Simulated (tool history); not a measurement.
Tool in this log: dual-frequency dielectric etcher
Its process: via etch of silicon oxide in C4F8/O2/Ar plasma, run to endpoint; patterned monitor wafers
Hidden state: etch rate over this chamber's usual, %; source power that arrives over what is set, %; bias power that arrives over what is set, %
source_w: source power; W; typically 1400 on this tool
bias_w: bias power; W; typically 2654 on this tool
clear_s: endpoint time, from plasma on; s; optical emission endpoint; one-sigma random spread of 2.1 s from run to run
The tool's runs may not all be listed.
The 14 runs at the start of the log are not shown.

| run | hour | source_w | bias_w | wafers since the last listed run | hours since the last wet clean | hours since the last source power generator calibration | hours since the last bias power generator calibration | hours since the last upper electrode change | incoming incoming film thickness, nm | clear_s |
|---|---|---|---|---|---|---|---|---|---|---|
| 15 | 344.2 | 1400 | 2654 | 79 | 370.0 | 249.0 | 286.9 | 236.9 | 1171.0 | 260.1 |
|  | 383.2 | wet clean of the chamber |
| 16 | 383.7 | 1630 | 2297 | 87 | 0.5 | 288.5 | 326.4 | 276.4 | 1177.9 | 245.4 |
| 17 | 393.7 | 1400 | 3282 | 56 | 10.5 | 298.5 | 336.4 | 286.4 | 1187.2 | 239.1 |
| 18 | 425.2 | 1070 | 2200 | 176 | 42.0 | 330.0 | 367.9 | 317.9 | 1196.3 | 283.8 |
| 19 | 456.8 | 1270 | 3032 | 177 | 73.6 | 361.6 | 399.5 | 349.5 | 1193.9 | 257.2 |
| 20 | 477.6 | 1400 | 2654 | 116 | 94.4 | 382.4 | 420.3 | 370.3 | 1192.4 | 256.9 |
| 21 | 493.6 | 1400 | 2654 | 89 | 110.4 | 398.4 | 436.3 | 386.3 | 1178.5 | 257.6 |
| 22 | 526.0 | 1720 | 2904 | 181 | 142.8 | 430.8 | 468.7 | 418.7 | 1189.7 | 240.2 |
| 23 | 548.3 | 1400 | 2834 | 125 | 165.1 | 453.1 | 491.0 | 441.0 | 1190.6 | 255.2 |
| 24 | 571.3 | 1580 | 2187 | 129 | 188.1 | 476.1 | 514.0 | 464.0 | 1176.7 | 257.3 |
| 25 | 596.8 | 1400 | 2654 | 143 | 213.6 | 501.6 | 539.5 | 489.5 | 1175.7 | 256.9 |
| 26 | 611.2 | 1210 | 2654 | 80 | 228.0 | 516.0 | 553.9 | 503.9 | 1185.8 | 267.1 |
| 27 | 628.9 | 1700 | 2654 | 99 | 245.7 | 533.7 | 571.6 | 521.6 | 1175.5 | 242.7 |
| 28 | 646.5 | 1070 | 2291 | 98 | 263.3 | 551.3 | 589.2 | 539.2 | 1188.3 | 284.5 |
| 29 | 671.4 | 1670 | 2461 | 139 | 288.2 | 576.2 | 614.1 | 564.1 | 1171.7 | 250.0 |
|  | 706.3 | wet clean of the chamber |
| 30 | 706.8 | 1290 | 3194 | 63 | 0.5 | 611.6 | 649.5 | 599.5 | 1177.0 | 244.5 |
| 31 | 720.0 | 1550 | 2654 | 74 | 13.7 | 624.8 | 662.7 | 612.7 | 1200.5 | 246.1 |
| 32 | 737.2 | 1180 | 3160 | 96 | 30.9 | 642.0 | 679.9 | 629.9 | 1172.1 | 247.2 |
| 33 | 771.9 | 1720 | 2935 | 194 | 65.6 | 676.7 | 714.6 | 664.6 | 1196.4 | 236.8 |
| 34 | 805.8 | 1210 | 2654 | 190 | 99.5 | 710.6 | 748.5 | 698.5 | 1189.7 | 265.2 |

What if the next run were any one of these 5? Each begins from the tool's condition after run 34:
| A | 806.3 | 1400 | 2828 | 2 | 100.0 | 711.1 | 749.0 | 699.0 | 1182.8 | ? |
| B | 806.3 | 1400 | 2386 | 2 | 100.0 | 711.1 | 749.0 | 699.0 | 1182.8 | ? |
| C | 806.3 | 1510 | 3282 | 2 | 100.0 | 711.1 | 749.0 | 699.0 | 1182.8 | ? |
| D | 806.3 | 1130 | 2942 | 2 | 100.0 | 711.1 | 749.0 | 699.0 | 1182.8 | ? |
| E | 806.3 | 1150 | 2099 | 2 | 100.0 | 711.1 | 749.0 | 699.0 | 1182.8 | ? |

| run | clear_s |
|---|---|
| A | 248.0 |
| B | 256.3 |
| C | 235.7 |
| D | 259.8 |
| E | 275.9 |
What these runs would have given with no unlogged condition in the tool:
| run | clear_s |
|---|---|
| A | 246.7 |
| B | 254.9 |
| C | 234.4 |
| D | 258.3 |
| E | 274.3 |

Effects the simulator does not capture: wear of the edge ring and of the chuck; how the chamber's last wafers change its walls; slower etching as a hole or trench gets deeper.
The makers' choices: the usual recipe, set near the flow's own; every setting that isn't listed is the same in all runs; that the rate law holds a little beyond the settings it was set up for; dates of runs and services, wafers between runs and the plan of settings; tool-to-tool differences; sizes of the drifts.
